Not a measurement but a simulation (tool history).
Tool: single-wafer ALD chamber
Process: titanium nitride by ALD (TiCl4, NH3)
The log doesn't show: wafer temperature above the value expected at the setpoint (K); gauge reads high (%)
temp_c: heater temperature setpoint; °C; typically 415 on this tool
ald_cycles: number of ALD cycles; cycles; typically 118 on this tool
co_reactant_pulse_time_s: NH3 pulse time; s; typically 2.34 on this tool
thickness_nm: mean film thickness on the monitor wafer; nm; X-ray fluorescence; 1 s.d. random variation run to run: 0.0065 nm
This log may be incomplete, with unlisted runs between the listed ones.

run	hour	temp_c	ald_cycles	co_reactant_pulse_time_s	wafers since the last listed run	hours since the last thermocouple change	hours since the showerhead was replaced	hours since the gauge calibration	read-back reference wafer on the same gauge, thickness_nm	thickness_nm
1	0	415	118	2.34	0	868.2	5985	1664.2	2.72	2.618
2	183.2	415	118	2.34	225	1051.4	6168.2	1847.4	2.725	2.601
3	211.8	415	118	2.34	35	1080	6196.8	1876	2.726	2.607
4	270.6	415	118	2.34	72	1138.8	6255.6	1934.8	2.726	2.618
5	304.8	415	118	2.34	42	1173	6289.8	1969	2.729	2.614
6	367	415	118	2.34	76	1235.2	6352	2031.2	2.731	2.609
7	420.4	415	118	2.34	65	1288.6	6405.4	2084.6	2.732	2.618
8	475.7	415	118	2.34	67	1343.9	6460.7	2139.9	2.732	2.623
9	521.5	415	118	2.34	56	1389.7	6506.5	2185.7	2.732	2.624
10	712.1	415	118	2.34	234	1580.3	6697.1	2376.3	2.739	2.63
11	738.7	415	118	2.34	32	1606.9	6723.7	2402.9	2.743	2.63
12	797.7	415	118	2.34	72	1665.9	6782.7	2461.9	2.744	2.628
13	825.5	415	118	2.34	34	1693.7	6810.5	2489.7	2.747	2.62
14	853.1	415	118	2.34	33	1721.3	6838.1	2517.3	2.747	2.635
15	889.3	415	118	2.34	44	1757.5	6874.3	2553.5	2.746	2.634
# hour 964: thermocouple changed; heater temperature recalibrated
16	964.5	415	118	2.34	82	0.5	6949.5	2628.7	2.75	2.642
17	1014.1	427	118	2.34	60	50.1	6999.1	2678.3	2.752	2.63
# hour 1051.5: gauge calibrated
18	1067.8	422	98	2.34	66	103.8	7052.8	16.3	2.691	2.145
19	1107.3	415	128	2.65	48	143.3	7092.3	55.8	2.69	2.794
20	1160.1	404	126	2.6	64	196.1	7145.1	108.6	2.692	2.758
# hour 1202.2: showerhead replaced
21	1295.8	415	129	2.34	156	331.8	93.6	244.3	2.688	2.817
22	1350.1	423	118	2.34	66	386.1	147.9	298.6	2.692	2.591
23	1401.6	415	118	1.7	63	437.6	199.4	350.1	2.691	2.561
24	1457.5	415	102	2.64	68	493.5	255.3	406	2.691	2.231
25	1522.9	403	105	2.34	80	558.9	320.7	471.4	2.692	2.28
26	1590.3	429	124	1.98	82	626.3	388.1	538.8	2.695	2.728
27	1647.5	415	118	1.6	70	683.5	445.3	596	2.692	2.563
28	1702.2	402	118	1.46	67	738.2	500	650.7	2.693	2.547
29	1773.5	415	118	2.34	87	809.5	571.3	722	2.697	2.584
30	1800.2	415	103	2.34	32	836.2	598	748.7	2.693	2.26
31	1828.2	401	118	2.34	34	864.2	626	776.7	2.695	2.57
32	1880.1	415	118	2.34	63	916.1	677.9	828.6	2.695	2.586
33	1949.9	410	118	2.76	85	985.9	747.7	898.4	2.696	2.586
34	1989.5	415	118	2.34	48	1025.5	787.3	938	2.699	2.578
35	2034	405	118	2.34	54	1070	831.8	982.5	2.694	2.568
36	2061.3	415	118	1.7	33	1097.3	859.1	1009.8	2.698	2.571
37	2116.8	407	124	2.34	68	1152.8	914.6	1065.3	2.699	2.707
38	2172.4	415	118	2.84	68	1208.4	970.2	1120.9	2.699	2.598
39	2218.7	424	102	3.03	56	1254.7	1016.5	1167.2	2.7	2.256
40	2288.1	415	118	2.34	85	1324.1	1085.9	1236.6	2.702	2.59
41	2359.7	415	118	1.75	88	1395.7	1157.5	1308.2	2.705	2.575

Exercise: give the hidden state of the tool at every run:
wafer temperature above the value expected at the setpoint (K): 0 in every run
H1: gauge reads high (%)
run	H1
1	0.748
2	0.914
3	0.941
4	0.999
5	1.03
6	1.1
7	1.15
8	1.21
9	1.26
10	1.49
11	1.52
12	1.59
13	1.63
14	1.67
15	1.71
16	1.81
17	1.88
18	-0.345
19	-0.344
20	-0.342
21	-0.33
22	-0.322
23	-0.314
24	-0.303
25	-0.288
26	-0.271
27	-0.254
28	-0.236
29	-0.211
30	-0.201
31	-0.19
32	-0.169
33	-0.138
34	-0.119
35	-0.0971
36	-0.0831
37	-0.0535
38	-0.0223
39	0.00497
40	0.0478
41	0.0947
